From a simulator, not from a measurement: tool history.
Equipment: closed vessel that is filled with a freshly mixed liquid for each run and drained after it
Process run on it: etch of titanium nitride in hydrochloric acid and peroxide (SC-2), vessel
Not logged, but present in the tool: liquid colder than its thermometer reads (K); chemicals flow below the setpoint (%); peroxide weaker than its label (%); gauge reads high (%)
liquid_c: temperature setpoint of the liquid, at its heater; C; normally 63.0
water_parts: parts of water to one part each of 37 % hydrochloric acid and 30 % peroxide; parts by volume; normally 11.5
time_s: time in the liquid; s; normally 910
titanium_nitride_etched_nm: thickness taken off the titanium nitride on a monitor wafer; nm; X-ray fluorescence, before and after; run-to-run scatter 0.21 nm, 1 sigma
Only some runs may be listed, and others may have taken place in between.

run,day,liquid_c,water_parts,time_s,wafers since the last listed run,hours since the thermometer was replaced,hours since the chemicals flow meter was replaced,hours since the drum of peroxide was connected,hours since the gauge calibration,"read-back film thickness of the titanium nitride reference wafer, read on the same gauge (nm)",titanium_nitride_etched_nm
1,0.000,63.0,11.5,910,0,1347.6,697.2,373.8,1356.3,119.99,36.36
2,2.492,70.0,11.5,910,4760,1407.4,757.0,433.6,1416.1,119.99,56.00
3,4.217,63.0,16.0,910,3295,1448.8,798.4,475.0,1457.5,120.00,27.13
4,8.404,63.0,16.0,910,8000,1549.3,898.9,575.5,1558.0,120.00,27.41
5,11.025,63.0,16.0,910,5007,1612.2,961.8,638.4,1620.9,120.03,27.13
6,12.700,63.0,11.5,910,3200,1652.4,1002.0,678.6,1661.1,119.94,36.11
# day 16.438: new drum of peroxide connected
7,19.792,63.0,11.5,910,13470,1822.6,1172.2,80.5,1831.3,119.98,36.51
8,24.246,63.0,11.5,1065,8510,1929.5,1279.1,187.4,1938.2,120.02,41.80
9,27.058,63.0,11.5,910,5373,1997.0,1346.6,254.9,2005.7,120.02,35.90
10,30.679,63.0,11.5,910,6918,2083.9,1433.5,341.8,2092.6,119.98,35.52
11,32.458,56.5,11.5,1130,3399,2126.6,1476.2,384.5,2135.3,120.01,29.40
12,36.779,55.5,11.5,910,8255,2230.3,1579.9,488.2,2239.0,119.98,22.24
13,38.475,58.0,6.5,1390,3240,2271.0,1620.6,528.9,2279.7,120.02,63.49
14,40.971,70.5,11.5,640,4768,2330.9,1680.5,588.8,2339.6,120.00,39.55
15,43.717,72.0,11.5,420,5246,2396.8,1746.4,654.7,2405.5,119.99,28.21
16,46.212,63.0,11.5,910,4768,2456.7,1806.3,714.6,2465.4,119.97,35.27
# day 46.258: thermometer replaced
# day 48.242: new drum of peroxide connected
17,48.738,63.0,11.5,910,4665,59.5,1866.9,11.9,2526.0,120.00,36.60
# day 49.254: gauge calibrated
18,51.079,53.5,14.5,1235,4474,115.7,1923.1,68.1,43.8,120.01,22.29
19,53.658,55.5,15.0,910,4927,177.6,1985.0,130.0,105.7,120.00,18.03
20,55.908,63.0,11.5,910,4298,231.6,2039.0,184.0,159.7,120.01,36.48
21,58.150,66.5,8.5,720,4283,285.4,2092.8,237.8,213.5,120.00,46.19
# day 59.229: chemicals flow meter replaced
22,62.396,72.0,5.5,1085,8032,387.3,76.0,339.7,315.4,119.99,140.16
23,65.458,58.5,17.0,910,5851,460.8,149.5,413.2,388.9,119.99,20.20
24,69.225,63.0,11.5,910,7196,551.2,239.9,503.6,479.3,119.96,37.61
25,71.179,58.0,17.0,690,3733,598.1,286.8,550.5,526.2,120.03,14.61
26,73.029,63.0,7.0,910,3534,642.5,331.2,594.9,570.6,120.01,56.35
# day 75.862: new drum of peroxide connected
27,77.242,63.0,11.5,440,7968,743.6,432.3,33.1,671.7,120.03,18.05
28,80.533,72.0,8.0,910,6289,822.6,511.3,112.1,750.7,119.94,86.40

Selected run-to-run steps in titanium_nitride_etched_nm, each split into two signed amounts: the part the tool would show with no hidden state at all (from settings, incoming material and random variation), and the remainder, which goes to the hidden state together with any gauge scatter not common to the measured and the hidden-state-free results:
Run 12 -> 13: liquid_c 55.5 -> 58.0, water_parts 11.5 -> 6.5, time_s 910 -> 1390. titanium_nitride_etched_nm +41.25 nm: hidden state -2.98, all else +44.23.
Run 13 -> 14: liquid_c 58.0 -> 70.5, water_parts 6.5 -> 11.5, time_s 1390 -> 640. titanium_nitride_etched_nm -23.94 nm: hidden state +1.69, all else -25.63.
Run 21 -> 22: liquid_c 66.5 -> 72.0, water_parts 8.5 -> 5.5, time_s 720 -> 1085, chemicals flow meter replaced. titanium_nitride_etched_nm +93.97 nm: hidden state +0.84, all else +93.13.
Run 22 -> 23: liquid_c 72.0 -> 58.5, water_parts 5.5 -> 17.0, time_s 1085 -> 910. titanium_nitride_etched_nm -119.96 nm: hidden state +0.96, all else -120.92.

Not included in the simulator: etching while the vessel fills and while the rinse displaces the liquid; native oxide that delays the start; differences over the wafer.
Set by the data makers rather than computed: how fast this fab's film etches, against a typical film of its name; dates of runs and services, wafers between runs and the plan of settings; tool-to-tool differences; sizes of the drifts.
